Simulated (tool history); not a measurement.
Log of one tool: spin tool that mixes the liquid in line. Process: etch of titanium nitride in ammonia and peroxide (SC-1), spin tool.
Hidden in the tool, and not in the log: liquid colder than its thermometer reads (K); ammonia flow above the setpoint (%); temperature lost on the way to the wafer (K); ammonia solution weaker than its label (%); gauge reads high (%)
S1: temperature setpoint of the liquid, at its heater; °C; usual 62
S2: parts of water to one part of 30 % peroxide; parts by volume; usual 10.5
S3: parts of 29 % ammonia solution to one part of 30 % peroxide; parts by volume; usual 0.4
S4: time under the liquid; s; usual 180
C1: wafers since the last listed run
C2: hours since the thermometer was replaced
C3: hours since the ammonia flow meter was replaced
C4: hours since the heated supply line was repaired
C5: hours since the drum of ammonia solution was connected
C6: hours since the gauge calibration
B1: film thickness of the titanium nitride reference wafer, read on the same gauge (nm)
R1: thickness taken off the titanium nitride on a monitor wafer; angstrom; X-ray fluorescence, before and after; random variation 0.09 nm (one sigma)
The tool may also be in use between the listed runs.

| run | hour | S1 | S2 | S3 | S4 | C1 | C2 | C3 | C4 | C5 | C6 | B1 | R1 |
|---|---|---|---|---|---|---|---|---|---|---|---|---|---|
| 1 | 0 | 62 | 10.5 | 0.4 | 180 | 0 | 2450.6 | 276.5 | 2409 | 765.9 | 150.3 | 109.99 | 162.1 |
| 2 | 18 | 62 | 10.5 | 0.4 | 180 | 142 | 2468.6 | 294.5 | 2427 | 783.9 | 168.3 | 109.95 | 160.3 |
| 3 | 24.7 | 62 | 10.5 | 0.4 | 180 | 53 | 2475.3 | 301.2 | 2433.7 | 790.6 | 175 | 110 | 161.5 |
| 4 | 35.4 | 62 | 10.5 | 0.4 | 180 | 84 | 2486 | 311.9 | 2444.4 | 801.3 | 185.7 | 109.99 | 161.5 |
| 5 | 51.5 | 62 | 10.5 | 0.4 | 180 | 127 | 2502.1 | 328 | 2460.5 | 817.4 | 201.8 | 109.96 | 160.7 |
| 6 | 65.2 | 62 | 10.5 | 0.4 | 180 | 108 | 2515.8 | 341.7 | 2474.2 | 831.1 | 215.5 | 110.07 | 160.7 |
| 7 | 82.6 | 62 | 10.5 | 0.4 | 180 | 137 | 2533.2 | 359.1 | 2491.6 | 848.5 | 232.9 | 109.99 | 159.7 |
| 8 | 92.8 | 62 | 10.5 | 0.3 | 180 | 80 | 2543.4 | 369.3 | 2501.8 | 858.7 | 243.1 | 110.02 | 151.5 |
| 9 | 99.2 | 62 | 10.5 | 0.3 | 180 | 50 | 2549.8 | 375.7 | 2508.2 | 865.1 | 249.5 | 109.99 | 152.5 |
| 10 | 110.4 | 62 | 10.5 | 0.3 | 180 | 88 | 2561 | 386.9 | 2519.4 | 876.3 | 260.7 | 110.01 | 151.6 |
|  | 121.5 | heated supply line repaired |
| 11 | 128.1 | 62 | 10.5 | 0.4 | 255 | 132 | 2578.7 | 404.6 | 6.6 | 894 | 278.4 | 110.01 | 291.6 |
| 12 | 139.6 | 62 | 10.5 | 0.4 | 180 | 90 | 2590.2 | 416.1 | 18.1 | 905.5 | 289.9 | 110.02 | 205 |
|  | 141.8 | gauge calibrated |
| 13 | 151.2 | 62 | 15 | 0.4 | 180 | 91 | 2601.8 | 427.7 | 29.7 | 917.1 | 9.4 | 110 | 169.7 |
| 14 | 161.3 | 62 | 8 | 0.25 | 180 | 79 | 2611.9 | 437.8 | 39.8 | 927.2 | 19.5 | 109.95 | 217.5 |
| 15 | 177.3 | 62 | 8 | 0.4 | 180 | 126 | 2627.9 | 453.8 | 55.8 | 943.2 | 35.5 | 110.04 | 234 |
|  | 184.6 | thermometer replaced |
| 16 | 188.3 | 62 | 9 | 0.25 | 250 | 79 | 3.7 | 464.8 | 66.8 | 954.2 | 46.5 | 109.98 | 329.7 |
|  | 204.8 | new drum of ammonia solution connected |
| 17 | 205.3 | 54 | 10.5 | 0.4 | 230 | 126 | 20.7 | 481.8 | 83.8 | 0.5 | 63.5 | 109.94 | 178.3 |
|  | 212.1 | ammonia flow meter replaced |
| 18 | 220.9 | 70 | 6.5 | 0.55 | 120 | 115 | 36.3 | 8.8 | 99.4 | 16.1 | 79.1 | 109.98 | 354.3 |
| 19 | 228.9 | 67 | 14.5 | 0.55 | 90 | 63 | 44.3 | 16.8 | 107.4 | 24.1 | 87.1 | 110 | 146.1 |
| 20 | 237 | 62 | 10.5 | 0.4 | 180 | 64 | 52.4 | 24.9 | 115.5 | 32.2 | 95.2 | 109.99 | 238.4 |
| 21 | 250 | 62 | 13.5 | 0.25 | 105 | 102 | 65.4 | 37.9 | 128.5 | 45.2 | 108.2 | 109.99 | 110.4 |
| 22 | 265.9 | 62 | 10.5 | 0.4 | 180 | 125 | 81.3 | 53.8 | 144.4 | 61.1 | 124.1 | 110 | 234 |
| 23 | 273.8 | 62 | 10.5 | 0.4 | 180 | 62 | 89.2 | 61.7 | 152.3 | 69 | 132 | 110 | 233.9 |

How the hidden state differs across the entries between the runs, from the last listed run before each to the first after it:
Between runs 10 and 11: heated supply line repaired (hour 121.5)
  liquid colder than its thermometer reads (K): 2.73 -> 2.75; temperature lost on the way to the wafer (K): 4.37 -> 0.486
  measured less the result without the state, R1: -91 -> -68.6 angstrom
Between runs 12 and 13: gauge calibrated (hour 141.8)
  liquid colder than its thermometer reads (K): 2.76 -> 2.77; temperature lost on the way to the wafer (K): 0.506 -> 0.526
  measured less the result without the state, R1: -48.7 -> -40.8 angstrom
Between runs 15 and 16: thermometer replaced (hour 184.6)
  liquid colder than its thermometer reads (K): 2.8 -> 0.386; temperature lost on the way to the wafer (K): 0.571 -> 0.59
  measured less the result without the state, R1: -57.8 -> -21.7 angstrom
Between runs 16 and 17: new drum of ammonia solution connected (hour 204.8)
  liquid colder than its thermometer reads (K): 0.386 -> 0.402; temperature lost on the way to the wafer (K): 0.59 -> 0.62
  measured less the result without the state, R1: -21.7 -> -12.8 angstrom
Between runs 17 and 18: ammonia flow meter replaced (hour 212.1)
  liquid colder than its thermometer reads (K): 0.402 -> 0.418; temperature lost on the way to the wafer (K): 0.62 -> 0.647
  measured less the result without the state, R1: -12.8 -> -24.1 angstrom
